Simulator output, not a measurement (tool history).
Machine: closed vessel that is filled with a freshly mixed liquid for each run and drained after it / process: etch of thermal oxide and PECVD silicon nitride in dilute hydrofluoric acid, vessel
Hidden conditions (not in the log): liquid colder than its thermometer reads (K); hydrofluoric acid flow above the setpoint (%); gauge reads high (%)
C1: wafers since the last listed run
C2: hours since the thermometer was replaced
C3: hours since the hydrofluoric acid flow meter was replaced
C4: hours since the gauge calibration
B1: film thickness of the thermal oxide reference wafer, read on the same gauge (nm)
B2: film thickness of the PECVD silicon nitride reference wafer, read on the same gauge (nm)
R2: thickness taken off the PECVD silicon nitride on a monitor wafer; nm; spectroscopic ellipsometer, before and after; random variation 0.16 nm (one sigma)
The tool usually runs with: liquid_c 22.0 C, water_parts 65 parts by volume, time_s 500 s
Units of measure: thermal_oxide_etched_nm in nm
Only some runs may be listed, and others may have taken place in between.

Run 1, hour 0.0: usual settings but liquid_c 25.0 C, time_s 735 s; C1 0; C2 2072.7; C3 491.8; C4 1452.2; B1 149.99; B2 69.99. Result: thermal_oxide_etched_nm 52.35 nm, R2 31.64 nm.
Run 2, hour 88.9: usual settings; C1 5770; C2 2161.6; C3 580.7; C4 1541.1; B1 150.01; B2 70.02. Result: thermal_oxide_etched_nm 31.68 nm, R2 17.46 nm.
At hour 104.9: hydrofluoric acid flow meter replaced.
Run 3, hour 175.5: usual settings; C1 5556; C2 2248.2; C3 70.6; C4 1627.7; B1 149.99; B2 70.00. Result: thermal_oxide_etched_nm 31.51 nm, R2 17.39 nm.
Run 4, hour 234.9: usual settings but time_s 655 s; C1 3855; C2 2307.6; C3 130.0; C4 1687.1; B1 150.02; B2 70.03. Result: thermal_oxide_etched_nm 41.05 nm, R2 22.69 nm.
Run 5, hour 317.6: usual settings but time_s 655 s; C1 5367; C2 2390.3; C3 212.7; C4 1769.8; B1 150.00; B2 70.00. Result: thermal_oxide_etched_nm 41.08 nm, R2 22.65 nm.
Run 6, hour 424.5: usual settings but time_s 655 s; C1 6938; C2 2497.2; C3 319.6; C4 1876.7; B1 149.99; B2 69.98. Result: thermal_oxide_etched_nm 40.66 nm, R2 22.37 nm.
Run 7, hour 483.3: usual settings but time_s 420 s; C1 3816; C2 2556.0; C3 378.4; C4 1935.5; B1 149.99; B2 69.99. Result: thermal_oxide_etched_nm 26.54 nm, R2 14.51 nm.
At hour 569.1: thermometer replaced.
Run 8, hour 583.7: usual settings but time_s 420 s; C1 6451; C2 14.6; C3 478.8; C4 2035.9; B1 150.00; B2 69.97. Result: thermal_oxide_etched_nm 25.21 nm, R2 13.26 nm.
Run 9, hour 676.3: usual settings; C1 6010; C2 107.2; C3 571.4; C4 2128.5; B1 149.99; B2 70.00. Result: thermal_oxide_etched_nm 30.00 nm, R2 16.20 nm.
Run 10, hour 759.7: usual settings but time_s 355 s; C1 5413; C2 190.6; C3 654.8; C4 2211.9; B1 149.98; B2 70.03. Result: thermal_oxide_etched_nm 21.32 nm, R2 11.32 nm.
At hour 801.0: gauge calibrated.
Run 11, hour 833.7: usual settings but liquid_c 17.5 C, water_parts 85 parts by volume; C1 4803; C2 264.6; C3 728.8; C4 32.7; B1 150.00; B2 69.99. Result: thermal_oxide_etched_nm 18.49 nm, R2 8.96 nm.
At hour 860.4: hydrofluoric acid flow meter replaced.
Run 12, hour 900.8: usual settings; C1 4290; C2 331.7; C3 40.4; C4 99.8; B1 150.00; B2 70.02. Result: thermal_oxide_etched_nm 29.79 nm, R2 15.86 nm.
Run 13, hour 1003.3: usual settings; C1 6653; C2 434.2; C3 142.9; C4 202.3; B1 149.99; B2 69.98. Result: thermal_oxide_etched_nm 29.74 nm, R2 15.64 nm.
Run 14, hour 1056.4: usual settings but water_parts 75 parts by volume; C1 3446; C2 487.3; C3 196.0; C4 255.4; B1 150.02; B2 70.03. Result: thermal_oxide_etched_nm 25.52 nm, R2 13.81 nm.
At hour 1087.5: thermometer replaced, repeated, since the last time left the tool worse.
Run 15, hour 1151.1: usual settings but liquid_c 18.5 C; C1 6081; C2 63.6; C3 290.7; C4 350.1; B1 150.02; B2 69.97. Result: thermal_oxide_etched_nm 28.28 nm, R2 14.86 nm.
Run 16, hour 1189.9: usual settings but liquid_c 17.5 C, water_parts 80 parts by volume; C1 2518; C2 102.4; C3 329.5; C4 388.9; B1 150.01; B2 70.00. Result: thermal_oxide_etched_nm 21.70 nm, R2 11.32 nm.
Run 17, hour 1256.4: usual settings but water_parts 50 parts by volume, time_s 610 s; C1 4316; C2 168.9; C3 396.0; C4 455.4; B1 149.99; B2 69.99. Result: thermal_oxide_etched_nm 52.96 nm, R2 29.48 nm.
Run 18, hour 1302.4: usual settings but liquid_c 18.0 C; C1 2985; C2 214.9; C3 442.0; C4 501.4; B1 149.99; B2 70.01. Result: thermal_oxide_etched_nm 27.80 nm, R2 14.29 nm.
Run 19, hour 1485.8: usual settings but liquid_c 17.0 C, water_parts 75 parts by volume, time_s 635 s; C1 11904; C2 398.3; C3 625.4; C4 684.8; B1 149.99; B2 70.01. Result: thermal_oxide_etched_nm 28.80 nm, R2 14.42 nm.
At hour 1510.8: hydrofluoric acid flow meter replaced.
Run 20, hour 1588.4: usual settings; C1 6594; C2 500.9; C3 77.6; C4 787.4; B1 150.01; B2 69.98. Result: thermal_oxide_etched_nm 32.40 nm, R2 18.67 nm.
Run 21, hour 1678.2: usual settings but liquid_c 20.0 C; C1 5828; C2 590.7; C3 167.4; C4 877.2; B1 149.99; B2 69.94. Result: thermal_oxide_etched_nm 29.93 nm, R2 16.17 nm.
Run 22, hour 1749.6: usual settings; C1 4634; C2 662.1; C3 238.8; C4 948.6; B1 150.00; B2 70.02. Result: thermal_oxide_etched_nm 32.74 nm, R2 18.55 nm.
Run 23, hour 1969.6: usual settings but liquid_c 19.5 C, water_parts 35 parts by volume, time_s 420 s; C1 14279; C2 882.1; C3 458.8; C4 1168.6; B1 150.02; B2 70.02. Result: thermal_oxide_etched_nm 46.93 nm, R2 23.71 nm.
Run 24, hour 2032.3: usual settings but liquid_c 20.0 C, water_parts 35 parts by volume, time_s 325 s; C1 4069; C2 944.8; C3 521.5; C4 1231.3; B1 150.00; B2 69.99. Result: thermal_oxide_etched_nm 37.20 nm, R2 18.88 nm.

Below are 5 alternative next runs, each starting from the tool's condition after run 24. Predict each:
Run A, hour 2033.1: usual settings but time_s 330 s; C1 51; C2 945.6; C3 522.3; C4 1232.1; B1 ?; B2 ?. Result: thermal_oxide_etched_nm ?, R2 ?.
Run B, hour 2033.1: usual settings but liquid_c 17.5 C, time_s 740 s; C1 51; C2 945.6; C3 522.3; C4 1232.1; B1 ?; B2 ?. Result: thermal_oxide_etched_nm ?, R2 ?.
Run C, hour 2033.1: usual settings but liquid_c 24.5 C, water_parts 80 parts by volume, time_s 800 s; C1 51; C2 945.6; C3 522.3; C4 1232.1; B1 ?; B2 ?. Result: thermal_oxide_etched_nm ?, R2 ?.
Run D, hour 2033.1: usual settings but liquid_c 19.5 C, water_parts 80 parts by volume, time_s 745 s; C1 51; C2 945.6; C3 522.3; C4 1232.1; B1 ?; B2 ?. Result: thermal_oxide_etched_nm ?, R2 ?.
Run E, hour 2033.1: usual settings but water_parts 85 parts by volume, time_s 795 s; C1 51; C2 945.6; C3 522.3; C4 1232.1; B1 ?; B2 ?. Result: thermal_oxide_etched_nm ?, R2 ?.

run      B1     B2  thermal_oxide_etched_nm     R2
  A  150.01  70.02                    21.42  11.82
  B  150.01  70.02                    39.69  19.38
  C  150.01  70.02                    45.87  27.67
  D  150.01  70.02                    34.77  18.35
  E  150.01  70.02                    38.52  21.90
Without the tool's unlogged condition, the same runs would have read:
run  thermal_oxide_etched_nm     R2
  A                    22.05  12.40
  B                    40.91  20.36
  C                    47.18  28.98
  D                    35.81  19.25
  E                    39.64  22.96
